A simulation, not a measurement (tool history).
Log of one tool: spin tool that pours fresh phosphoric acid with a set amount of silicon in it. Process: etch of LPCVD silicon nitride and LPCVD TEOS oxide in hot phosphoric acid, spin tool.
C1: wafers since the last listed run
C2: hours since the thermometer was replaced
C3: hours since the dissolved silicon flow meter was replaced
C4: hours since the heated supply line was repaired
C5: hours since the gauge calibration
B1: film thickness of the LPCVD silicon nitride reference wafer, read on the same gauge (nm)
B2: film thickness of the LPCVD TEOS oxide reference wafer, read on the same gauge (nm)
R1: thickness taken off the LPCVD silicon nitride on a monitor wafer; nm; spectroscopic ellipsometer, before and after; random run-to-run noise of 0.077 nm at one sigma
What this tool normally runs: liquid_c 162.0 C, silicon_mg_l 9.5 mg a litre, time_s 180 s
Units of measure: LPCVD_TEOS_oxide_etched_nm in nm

{"run": 1, "day": 0.0, "liquid_c": 162.0, "silicon_mg_l": 9.5, "time_s": 180, "C1": 0, "C2": 1702.1, "C3": 1430.8, "C4": 1212.0, "C5": 2477.3, "B1": 119.99, "B2": 130.004, "R1": 16.86, "LPCVD_TEOS_oxide_etched_nm": 0.4}
{"run": 2, "day": 1.508, "liquid_c": 162.0, "silicon_mg_l": 9.5, "time_s": 180, "C1": 316, "C2": 1738.3, "C3": 1467.0, "C4": 1248.2, "C5": 2513.5, "B1": 119.97, "B2": 130.012, "R1": 16.99, "LPCVD_TEOS_oxide_etched_nm": 0.391}
{"day": 3.267, "done": "gauge calibrated"}
{"run": 3, "day": 4.408, "liquid_c": 162.0, "silicon_mg_l": 9.5, "time_s": 180, "C1": 608, "C2": 1807.9, "C3": 1536.6, "C4": 1317.8, "C5": 27.4, "B1": 120.07, "B2": 129.99, "R1": 16.95, "LPCVD_TEOS_oxide_etched_nm": 0.322}
{"run": 4, "day": 5.412, "liquid_c": 163.0, "silicon_mg_l": 9.5, "time_s": 180, "C1": 210, "C2": 1832.0, "C3": 1560.7, "C4": 1341.9, "C5": 51.5, "B1": 120.01, "B2": 129.98, "R1": 17.49, "LPCVD_TEOS_oxide_etched_nm": 0.413}
{"day": 6.454, "done": "heated supply line repaired"}
{"run": 5, "day": 6.929, "liquid_c": 160.0, "silicon_mg_l": 9.5, "time_s": 180, "C1": 309, "C2": 1868.4, "C3": 1597.1, "C4": 11.4, "C5": 87.9, "B1": 119.99, "B2": 129.995, "R1": 16.84, "LPCVD_TEOS_oxide_etched_nm": 0.437}
{"day": 7.838, "done": "thermometer replaced"}
{"run": 6, "day": 8.821, "liquid_c": 161.0, "silicon_mg_l": 3.5, "time_s": 220, "C1": 388, "C2": 23.6, "C3": 1642.5, "C4": 56.8, "C5": 133.3, "B1": 120.01, "B2": 129.951, "R1": 19.69, "LPCVD_TEOS_oxide_etched_nm": 0.44}
{"run": 7, "day": 16.65, "liquid_c": 163.5, "silicon_mg_l": 9.5, "time_s": 265, "C1": 1643, "C2": 211.5, "C3": 1830.4, "C4": 244.7, "C5": 321.2, "B1": 120.04, "B2": 129.993, "R1": 25.86, "LPCVD_TEOS_oxide_etched_nm": 0.57}
{"run": 8, "day": 19.133, "liquid_c": 162.0, "silicon_mg_l": 9.5, "time_s": 180, "C1": 521, "C2": 271.1, "C3": 1890.0, "C4": 304.3, "C5": 380.8, "B1": 120.0, "B2": 130.002, "R1": 16.86, "LPCVD_TEOS_oxide_etched_nm": 0.416}
{"day": 20.425, "done": "dissolved silicon flow meter replaced"}
{"run": 9, "day": 21.892, "liquid_c": 164.0, "silicon_mg_l": 11.5, "time_s": 105, "C1": 570, "C2": 337.3, "C3": 35.2, "C4": 370.5, "C5": 447.0, "B1": 120.02, "B2": 129.971, "R1": 10.33, "LPCVD_TEOS_oxide_etched_nm": 0.256}
{"run": 10, "day": 23.258, "liquid_c": 162.0, "silicon_mg_l": 11.5, "time_s": 180, "C1": 286, "C2": 370.1, "C3": 68.0, "C4": 403.3, "C5": 479.8, "B1": 120.02, "B2": 130.019, "R1": 16.57, "LPCVD_TEOS_oxide_etched_nm": 0.356}
{"run": 11, "day": 24.392, "liquid_c": 162.0, "silicon_mg_l": 9.5, "time_s": 180, "C1": 237, "C2": 397.3, "C3": 95.2, "C4": 430.5, "C5": 507.0, "B1": 120.0, "B2": 130.001, "R1": 16.9, "LPCVD_TEOS_oxide_etched_nm": 0.375}
{"run": 12, "day": 27.183, "liquid_c": 162.0, "silicon_mg_l": 9.5, "time_s": 180, "C1": 585, "C2": 464.3, "C3": 162.2, "C4": 497.5, "C5": 574.0, "B1": 120.0, "B2": 129.957, "R1": 16.74, "LPCVD_TEOS_oxide_etched_nm": 0.362}
{"run": 13, "day": 29.825, "liquid_c": 162.0, "silicon_mg_l": 4.5, "time_s": 180, "C1": 554, "C2": 527.7, "C3": 225.6, "C4": 560.9, "C5": 637.4, "B1": 120.03, "B2": 129.999, "R1": 16.63, "LPCVD_TEOS_oxide_etched_nm": 0.456}
{"run": 14, "day": 31.058, "liquid_c": 162.0, "silicon_mg_l": 9.5, "time_s": 150, "C1": 258, "C2": 557.3, "C3": 255.2, "C4": 590.5, "C5": 667.0, "B1": 119.93, "B2": 130.008, "R1": 13.8, "LPCVD_TEOS_oxide_etched_nm": 0.295}
{"run": 15, "day": 32.842, "liquid_c": 160.5, "silicon_mg_l": 4.5, "time_s": 150, "C1": 374, "C2": 600.1, "C3": 298.0, "C4": 633.3, "C5": 709.8, "B1": 119.98, "B2": 130.011, "R1": 13.31, "LPCVD_TEOS_oxide_etched_nm": 0.334}
{"run": 16, "day": 34.054, "liquid_c": 162.0, "silicon_mg_l": 9.5, "time_s": 75, "C1": 254, "C2": 629.2, "C3": 327.1, "C4": 662.4, "C5": 738.9, "B1": 120.0, "B2": 130.002, "R1": 7.01, "LPCVD_TEOS_oxide_etched_nm": 0.161}
{"run": 17, "day": 35.896, "liquid_c": 162.0, "silicon_mg_l": 7.5, "time_s": 105, "C1": 386, "C2": 673.4, "C3": 371.3, "C4": 706.6, "C5": 783.1, "B1": 119.97, "B2": 129.981, "R1": 9.67, "LPCVD_TEOS_oxide_etched_nm": 0.215}
{"run": 18, "day": 37.5, "liquid_c": 160.5, "silicon_mg_l": 9.5, "time_s": 140, "C1": 336, "C2": 711.9, "C3": 409.8, "C4": 745.1, "C5": 821.6, "B1": 120.03, "B2": 130.0, "R1": 12.27, "LPCVD_TEOS_oxide_etched_nm": 0.27}
{"run": 19, "day": 40.892, "liquid_c": 160.5, "silicon_mg_l": 14.0, "time_s": 150, "C1": 711, "C2": 793.3, "C3": 491.2, "C4": 826.5, "C5": 903.0, "B1": 120.0, "B2": 130.018, "R1": 13.29, "LPCVD_TEOS_oxide_etched_nm": 0.234}
{"run": 20, "day": 42.029, "liquid_c": 162.0, "silicon_mg_l": 9.5, "time_s": 180, "C1": 238, "C2": 820.6, "C3": 518.5, "C4": 853.8, "C5": 930.3, "B1": 120.01, "B2": 130.0, "R1": 16.71, "LPCVD_TEOS_oxide_etched_nm": 0.366}
{"run": 21, "day": 44.533, "liquid_c": 162.0, "silicon_mg_l": 9.5, "time_s": 180, "C1": 525, "C2": 880.7, "C3": 578.6, "C4": 913.9, "C5": 990.4, "B1": 119.99, "B2": 130.005, "R1": 16.68, "LPCVD_TEOS_oxide_etched_nm": 0.389}
{"run": 22, "day": 47.375, "liquid_c": 162.0, "silicon_mg_l": 16.0, "time_s": 100, "C1": 596, "C2": 948.9, "C3": 646.8, "C4": 982.1, "C5": 1058.6, "B1": 120.01, "B2": 130.023, "R1": 9.28, "LPCVD_TEOS_oxide_etched_nm": 0.175}

Alternative continuations, all from the tool just after run 22; predict every row:
{"run": "A", "day": 47.396, "liquid_c": 162.0, "silicon_mg_l": 4.0, "time_s": 180, "C1": 4, "C2": 949.4, "C3": 647.3, "C4": 982.6, "C5": 1059.1, "B1": "?", "B2": "?", "R1": "?", "LPCVD_TEOS_oxide_etched_nm": "?"}
{"run": "B", "day": 47.396, "liquid_c": 162.0, "silicon_mg_l": 9.5, "time_s": 225, "C1": 4, "C2": 949.4, "C3": 647.3, "C4": 982.6, "C5": 1059.1, "B1": "?", "B2": "?", "R1": "?", "LPCVD_TEOS_oxide_etched_nm": "?"}
{"run": "C", "day": 47.396, "liquid_c": 163.0, "silicon_mg_l": 6.0, "time_s": 75, "C1": 4, "C2": 949.4, "C3": 647.3, "C4": 982.6, "C5": 1059.1, "B1": "?", "B2": "?", "R1": "?", "LPCVD_TEOS_oxide_etched_nm": "?"}
{"run": "D", "day": 47.396, "liquid_c": 162.0, "silicon_mg_l": 5.5, "time_s": 180, "C1": 4, "C2": 949.4, "C3": 647.3, "C4": 982.6, "C5": 1059.1, "B1": "?", "B2": "?", "R1": "?", "LPCVD_TEOS_oxide_etched_nm": "?"}

run=A B1=120.00 B2=130.040 R1=16.71 LPCVD_TEOS_oxide_etched_nm=0.413
run=B B1=120.00 B2=130.040 R1=20.89 LPCVD_TEOS_oxide_etched_nm=0.461
run=C B1=120.00 B2=130.040 R1=7.20 LPCVD_TEOS_oxide_etched_nm=0.178
run=D B1=120.00 B2=130.040 R1=16.71 LPCVD_TEOS_oxide_etched_nm=0.401
Stripped of hidden state, with their random variation kept, the same runs would have yielded:
run=A R1=16.91 LPCVD_TEOS_oxide_etched_nm=0.424
run=B R1=21.14 LPCVD_TEOS_oxide_etched_nm=0.473
run=C R1=7.28 LPCVD_TEOS_oxide_etched_nm=0.183
run=D R1=16.91 LPCVD_TEOS_oxide_etched_nm=0.411
